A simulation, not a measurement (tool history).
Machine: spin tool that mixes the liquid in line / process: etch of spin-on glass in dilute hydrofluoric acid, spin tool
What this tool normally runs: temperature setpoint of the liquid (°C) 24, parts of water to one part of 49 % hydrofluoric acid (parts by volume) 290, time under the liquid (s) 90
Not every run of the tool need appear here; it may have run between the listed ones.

run	day	temperature setpoint of the liquid (°C)	parts of water to one part of 49 % hydrofluoric acid (parts by volume)	time under the liquid (s)	wafers since the last listed run	hours since the thermometer was replaced	hours since the hydrofluoric acid flow meter was replaced	hours since the gauge calibration	read-back film thickness of the spin-on glass reference wafer, read on the same gauge (nm)	thickness taken off the spin-on glass on a monitor wafer (angstrom)
1	0	24	290	90	0	1426.3	1689.8	479.2	58.44	73.9
2	1.075	24	290	90	235	1452.1	1715.6	505	58.45	74.1
3	2.021	24	370	130	206	1474.8	1738.3	527.7	58.4	79.9
4	3.008	24	185	120	215	1498.5	1762	551.4	58.31	174.5
5	4.412	26	400	90	307	1532.2	1795.7	585.1	58.36	51.8
6	5.504	26	400	90	238	1558.4	1821.9	611.3	58.35	51.4
7	6.254	24	215	70	164	1576.4	1839.9	629.3	58.27	83.9
8	7.475	24	340	55	266	1605.7	1869.2	658.6	58.2	37
9	8.083	24	290	65	133	1620.3	1883.8	673.2	58.17	54.6
10	9.254	24	290	65	256	1648.4	1911.9	701.3	58.12	53.5
# day 10.142: hydrofluoric acid flow meter replaced
11	11.75	24	290	65	536	1708.3	38.6	761.2	58.2	52.3
12	12.267	24	425	35	112	1720.7	51	773.6	58.17	17.5
13	13.533	21.5	360	35	277	1751.1	81.4	804	58.13	19.8
14	14.196	28	335	90	144	1767	97.3	819.9	58.1	70
# day 17.021: gauge calibrated
15	18.054	24	290	90	843	1859.6	189.9	24.8	59.7	76.3
16	18.967	24	370	90	199	1881.5	211.8	46.7	59.59	55.1
17	20.342	19.5	290	90	300	1914.5	244.8	79.7	59.42	64.9
18	21.567	21	425	115	267	1943.9	274.2	109.1	59.22	52.4
19	22.579	24	290	90	221	1968.2	298.5	133.4	59.09	75.2
20	23.488	22.5	155	60	198	1990	320.3	155.2	59	102.8
21	24.958	24	290	90	321	2025.3	355.6	190.5	58.89	75.5
22	25.767	25.5	220	65	176	2044.7	375	209.9	58.75	80.5
23	26.492	24	290	90	158	2062.1	392.4	227.3	58.69	73.7
# day 27.696: thermometer replaced
24	29.892	27	330	50	734	52.7	474	308.9	58.41	37.7
25	31.1	24	290	90	264	81.7	503	337.9	58.32	73.7
26	31.888	28	180	50	172	100.6	521.9	356.8	58.25	86.1
27	32.754	24	390	130	189	121.4	542.7	377.6	58.18	71.7
28	34.008	24	290	90	274	151.5	572.8	407.7	58.21	74.9
29	35.479	24	290	90	321	186.8	608.1	443	58.03	73.7
30	36.792	24	210	115	287	218.3	639.6	474.5	58.03	142.2
31	37.521	25.5	290	110	159	235.8	657.1	492	57.99	94.8
32	38.7	24	290	90	257	264.1	685.4	520.3	57.95	73.9
33	39.754	27.5	290	90	230	289.4	710.7	545.6	57.9	82.7
34	40.3	26	290	90	119	302.5	723.8	558.7	57.9	80
35	40.875	19.5	215	125	125	316.3	737.6	572.5	57.89	127.4

Branching from run 35: 3 alternative next runs. What would each branch give?
A	40.892	24	290	45	3	316.7	738	572.9	?	?
B	40.892	21	335	105	3	316.7	738	572.9	?	?
C	40.892	27	200	140	3	316.7	738	572.9	?	?

run	read-back film thickness of the spin-on glass reference wafer, read on the same gauge (nm)	thickness taken off the spin-on glass on a monitor wafer (angstrom)
A	57.82	37
B	57.82	64.6
C	57.82	204.4
Without the tool's hidden state the same runs would have given:
run	thickness taken off the spin-on glass on a monitor wafer (angstrom)
A	38.4
B	67
C	212
